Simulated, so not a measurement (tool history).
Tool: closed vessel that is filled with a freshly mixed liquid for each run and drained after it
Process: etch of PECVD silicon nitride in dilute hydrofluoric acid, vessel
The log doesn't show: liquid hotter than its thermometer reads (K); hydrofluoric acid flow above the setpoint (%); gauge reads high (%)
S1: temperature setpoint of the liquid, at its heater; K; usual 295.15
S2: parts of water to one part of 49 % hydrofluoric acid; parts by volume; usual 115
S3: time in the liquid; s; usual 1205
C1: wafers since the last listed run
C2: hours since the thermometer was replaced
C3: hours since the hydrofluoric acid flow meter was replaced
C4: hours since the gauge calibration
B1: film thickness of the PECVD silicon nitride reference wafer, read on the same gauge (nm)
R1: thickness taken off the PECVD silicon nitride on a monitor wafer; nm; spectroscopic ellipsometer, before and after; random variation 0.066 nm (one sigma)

{"run": 1, "hour": 0.0, "S1": 298.15, "S2": 115, "S3": 825, "C1": 0, "C2": 634.1, "C3": 922.8, "C4": 440.2, "B1": 49.96, "R1": 14.06}
{"run": 2, "hour": 59.1, "S1": 298.15, "S2": 115, "S3": 825, "C1": 1972, "C2": 693.2, "C3": 981.9, "C4": 499.3, "B1": 50.02, "R1": 14.12}
{"hour": 106.6, "done": "thermometer replaced"}
{"run": 3, "hour": 145.8, "S1": 298.15, "S2": 115, "S3": 825, "C1": 2860, "C2": 39.2, "C3": 1068.6, "C4": 586.0, "B1": 49.99, "R1": 13.68}
{"run": 4, "hour": 229.8, "S1": 295.15, "S2": 115, "S3": 1205, "C1": 2803, "C2": 123.2, "C3": 1152.6, "C4": 670.0, "B1": 49.99, "R1": 16.55}
{"run": 5, "hour": 287.1, "S1": 295.15, "S2": 115, "S3": 1205, "C1": 1912, "C2": 180.5, "C3": 1209.9, "C4": 727.3, "B1": 50.02, "R1": 16.59}
{"run": 6, "hour": 381.1, "S1": 295.15, "S2": 115, "S3": 1205, "C1": 3137, "C2": 274.5, "C3": 1303.9, "C4": 821.3, "B1": 50.02, "R1": 16.74}
{"run": 7, "hour": 429.9, "S1": 295.15, "S2": 90, "S3": 1205, "C1": 1628, "C2": 323.3, "C3": 1352.7, "C4": 870.1, "B1": 50.01, "R1": 21.17}
{"run": 8, "hour": 521.9, "S1": 295.15, "S2": 90, "S3": 1205, "C1": 3070, "C2": 415.3, "C3": 1444.7, "C4": 962.1, "B1": 50.02, "R1": 21.31}
{"run": 9, "hour": 602.7, "S1": 295.15, "S2": 90, "S3": 1205, "C1": 2696, "C2": 496.1, "C3": 1525.5, "C4": 1042.9, "B1": 50.01, "R1": 21.63}
{"run": 10, "hour": 661.8, "S1": 295.15, "S2": 115, "S3": 1205, "C1": 1972, "C2": 555.2, "C3": 1584.6, "C4": 1102.0, "B1": 50.0, "R1": 16.96}
{"run": 11, "hour": 720.1, "S1": 295.15, "S2": 115, "S3": 1205, "C1": 1945, "C2": 613.5, "C3": 1642.9, "C4": 1160.3, "B1": 50.0, "R1": 17.11}
{"run": 12, "hour": 821.4, "S1": 295.15, "S2": 115, "S3": 1205, "C1": 3381, "C2": 714.8, "C3": 1744.2, "C4": 1261.6, "B1": 49.98, "R1": 17.31}
{"hour": 859.1, "done": "thermometer replaced"}
{"run": 13, "hour": 866.7, "S1": 295.15, "S2": 85, "S3": 1560, "C1": 1478, "C2": 7.6, "C3": 1789.5, "C4": 1306.9, "B1": 50.01, "R1": 28.78}
{"run": 14, "hour": 918.4, "S1": 298.65, "S2": 145, "S3": 910, "C1": 1725, "C2": 59.3, "C3": 1841.2, "C4": 1358.6, "B1": 50.01, "R1": 12.62}
{"run": 15, "hour": 993.5, "S1": 295.15, "S2": 145, "S3": 1205, "C1": 2506, "C2": 134.4, "C3": 1916.3, "C4": 1433.7, "B1": 50.0, "R1": 13.29}
{"hour": 1042.3, "done": "gauge calibrated"}
{"run": 16, "hour": 1071.6, "S1": 295.15, "S2": 115, "S3": 1205, "C1": 2606, "C2": 212.5, "C3": 1994.4, "C4": 29.3, "B1": 50.01, "R1": 16.87}
{"run": 17, "hour": 1144.6, "S1": 295.15, "S2": 140, "S3": 735, "C1": 2436, "C2": 285.5, "C3": 2067.4, "C4": 102.3, "B1": 49.99, "R1": 8.58}
{"run": 18, "hour": 1218.1, "S1": 295.15, "S2": 145, "S3": 1205, "C1": 2453, "C2": 359.0, "C3": 2140.9, "C4": 175.8, "B1": 50.01, "R1": 13.53}
{"hour": 1255.6, "done": "hydrofluoric acid flow meter replaced"}
{"run": 19, "hour": 1256.1, "S1": 295.15, "S2": 115, "S3": 1205, "C1": 1234, "C2": 397.0, "C3": 0.5, "C4": 213.8, "B1": 49.97, "R1": 16.38}
{"run": 20, "hour": 1310.0, "S1": 290.65, "S2": 115, "S3": 1705, "C1": 1798, "C2": 450.9, "C3": 54.4, "C4": 267.7, "B1": 50.02, "R1": 16.97}
{"run": 21, "hour": 1382.2, "S1": 293.65, "S2": 115, "S3": 1205, "C1": 2409, "C2": 523.1, "C3": 126.6, "C4": 339.9, "B1": 50.02, "R1": 14.87}
{"run": 22, "hour": 1440.6, "S1": 295.15, "S2": 115, "S3": 1205, "C1": 1949, "C2": 581.5, "C3": 185.0, "C4": 398.3, "B1": 50.0, "R1": 16.61}
{"run": 23, "hour": 1504.3, "S1": 299.15, "S2": 80, "S3": 905, "C1": 2126, "C2": 645.2, "C3": 248.7, "C4": 462.0, "B1": 50.04, "R1": 23.16}
{"hour": 1536.7, "done": "thermometer replaced"}
{"run": 24, "hour": 1557.0, "S1": 295.15, "S2": 135, "S3": 1205, "C1": 1725, "C2": 20.3, "C3": 301.4, "C4": 514.7, "B1": 50.01, "R1": 13.79}
{"run": 25, "hour": 1608.4, "S1": 292.15, "S2": 90, "S3": 685, "C1": 1715, "C2": 71.7, "C3": 352.8, "C4": 566.1, "B1": 50.01, "R1": 9.53}
{"run": 26, "hour": 1648.7, "S1": 295.15, "S2": 115, "S3": 1205, "C1": 1345, "C2": 112.0, "C3": 393.1, "C4": 606.4, "B1": 50.02, "R1": 16.2}

Forecast each of these 5 alternatives for the next run:
{"run": "A", "hour": 1649.7, "S1": 295.15, "S2": 115, "S3": 1205, "C1": 33, "C2": 113.0, "C3": 394.1, "C4": 607.4, "B1": "?", "R1": "?"}
{"run": "B", "hour": 1649.7, "S1": 292.65, "S2": 115, "S3": 1205, "C1": 33, "C2": 113.0, "C3": 394.1, "C4": 607.4, "B1": "?", "R1": "?"}
{"run": "C", "hour": 1649.7, "S1": 299.65, "S2": 175, "S3": 715, "C1": 33, "C2": 113.0, "C3": 394.1, "C4": 607.4, "B1": "?", "R1": "?"}
{"run": "D", "hour": 1649.7, "S1": 290.15, "S2": 115, "S3": 1205, "C1": 33, "C2": 113.0, "C3": 394.1, "C4": 607.4, "B1": "?", "R1": "?"}
{"run": "E", "hour": 1649.7, "S1": 297.15, "S2": 85, "S3": 975, "C1": 33, "C2": 113.0, "C3": 394.1, "C4": 607.4, "B1": "?", "R1": "?"}

run=A B1=49.98 R1=16.18
run=B B1=49.98 R1=13.68
run=C B1=49.98 R1=8.47
run=D B1=49.98 R1=11.52
run=E B1=49.98 R1=20.13
Without the tool's hidden state the same runs would have given:
run=A R1=15.84
run=B R1=13.38
run=C R1=8.29
run=D R1=11.27
run=E R1=19.71
